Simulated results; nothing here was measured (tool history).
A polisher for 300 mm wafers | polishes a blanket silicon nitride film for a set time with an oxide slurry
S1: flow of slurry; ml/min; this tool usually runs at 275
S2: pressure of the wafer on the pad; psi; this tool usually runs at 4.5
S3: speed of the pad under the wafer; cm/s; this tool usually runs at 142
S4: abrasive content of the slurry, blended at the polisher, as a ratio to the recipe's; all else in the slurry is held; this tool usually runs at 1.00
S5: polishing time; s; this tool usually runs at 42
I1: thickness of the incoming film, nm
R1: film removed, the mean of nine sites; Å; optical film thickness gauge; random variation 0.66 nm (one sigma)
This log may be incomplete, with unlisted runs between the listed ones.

run 1 hour=0.0 | S1=275 S2=4.5 S3=160 S4=1.00 S5=42 | I1=472.4 | R1=400
-- hour=28.2 worn pad replaced by a new one
-- hour=45.1 head pressure recalibrated
run 2 hour=52.6 | S1=275 S2=4.5 S3=160 S4=1.00 S5=42 | I1=486.7 | R1=492
run 3 hour=102.9 | S1=275 S2=4.5 S3=142 S4=1.00 S5=42 | I1=469.2 | R1=460
-- hour=153.7 conditioning disc replaced and pad reconditioned
run 4 hour=154.2 | S1=275 S2=4.5 S3=142 S4=1.00 S5=42 | I1=479.7 | R1=437
run 5 hour=192.0 | S1=275 S2=4.5 S3=142 S4=1.00 S5=42 | I1=485.0 | R1=439
run 6 hour=230.4 | S1=275 S2=4.5 S3=142 S4=1.00 S5=46 | I1=479.1 | R1=469
-- hour=280.5 slurry blender recalibrated
run 7 hour=298.8 | S1=275 S2=6.0 S3=142 S4=1.00 S5=36 | I1=476.7 | R1=433
run 8 hour=325.6 | S1=275 S2=4.5 S3=142 S4=1.00 S5=42 | I1=481.8 | R1=410
run 9 hour=358.6 | S1=275 S2=4.5 S3=142 S4=1.00 S5=42 | I1=473.5 | R1=414
run 10 hour=413.5 | S1=320 S2=3.7 S3=142 S4=1.00 S5=42 | I1=472.8 | R1=360
-- hour=446.9 worn pad replaced by a new one
run 11 hour=472.9 | S1=275 S2=4.5 S3=142 S4=1.00 S5=42 | I1=482.4 | R1=450
-- hour=504.6 slurry nozzle cleaned
run 12 hour=516.1 | S1=245 S2=5.0 S3=142 S4=1.25 S5=42 | I1=482.5 | R1=526
run 13 hour=563.6 | S1=275 S2=4.5 S3=142 S4=1.20 S5=42 | I1=474.4 | R1=468
run 14 hour=611.1 | S1=275 S2=4.5 S3=142 S4=0.90 S5=42 | I1=481.8 | R1=409
-- hour=616.3 conditioning disc replaced and pad reconditioned
run 15 hour=676.2 | S1=275 S2=3.8 S3=162 S4=1.00 S5=42 | I1=479.1 | R1=410
-- hour=713.7 slurry blender recalibrated
run 16 hour=730.0 | S1=275 S2=4.5 S3=142 S4=1.00 S5=42 | I1=476.2 | R1=420
run 17 hour=797.3 | S1=275 S2=6.0 S3=160 S4=1.00 S5=42 | I1=480.8 | R1=522
run 18 hour=829.6 | S1=230 S2=4.5 S3=162 S4=0.80 S5=42 | I1=477.4 | R1=370
run 19 hour=854.3 | S1=275 S2=4.5 S3=142 S4=1.00 S5=42 | I1=478.9 | R1=398
-- hour=871.4 worn pad replaced by a new one
run 20 hour=925.3 | S1=205 S2=4.5 S3=188 S4=0.85 S5=29 | I1=478.4 | R1=329
run 21 hour=956.1 | S1=240 S2=4.5 S3=124 S4=1.15 S5=32 | I1=475.7 | R1=330
run 22 hour=1004.8 | S1=225 S2=4.5 S3=142 S4=0.80 S5=50 | I1=480.5 | R1=458
run 23 hour=1040.8 | S1=275 S2=4.5 S3=142 S4=1.00 S5=42 | I1=488.1 | R1=440
-- hour=1059.0 head pressure recalibrated
-- hour=1060.7 conditioning disc replaced and pad reconditioned
-- hour=1073.1 slurry blender recalibrated
run 24 hour=1107.0 | S1=275 S2=4.5 S3=142 S4=1.00 S5=42 | I1=479.2 | R1=429
-- hour=1135.8 slurry nozzle cleaned
run 25 hour=1151.5 | S1=275 S2=4.5 S3=114 S4=0.85 S5=36 | I1=486.6 | R1=291
-- hour=1224.0 worn pad replaced by a new one
run 26 hour=1224.5 | S1=275 S2=3.8 S3=142 S4=1.20 S5=42 | I1=480.2 | R1=429

Branching from run 26: 3 alternative next runs. What would each branch give?
run A hour=1224.9 | S1=275 S2=4.5 S3=142 S4=1.00 S5=48 | I1=475.0 | R1=?
run B hour=1224.9 | S1=275 S2=5.9 S3=164 S4=0.85 S5=42 | I1=475.0 | R1=?
run C hour=1224.9 | S1=275 S2=4.5 S3=120 S4=1.00 S5=42 | I1=475.0 | R1=?

run=A R1=508
run=B R1=541
run=C R1=408
Had the tool no hidden state, the same runs would have come out as:
run=A R1=523
run=B R1=557
run=C R1=420
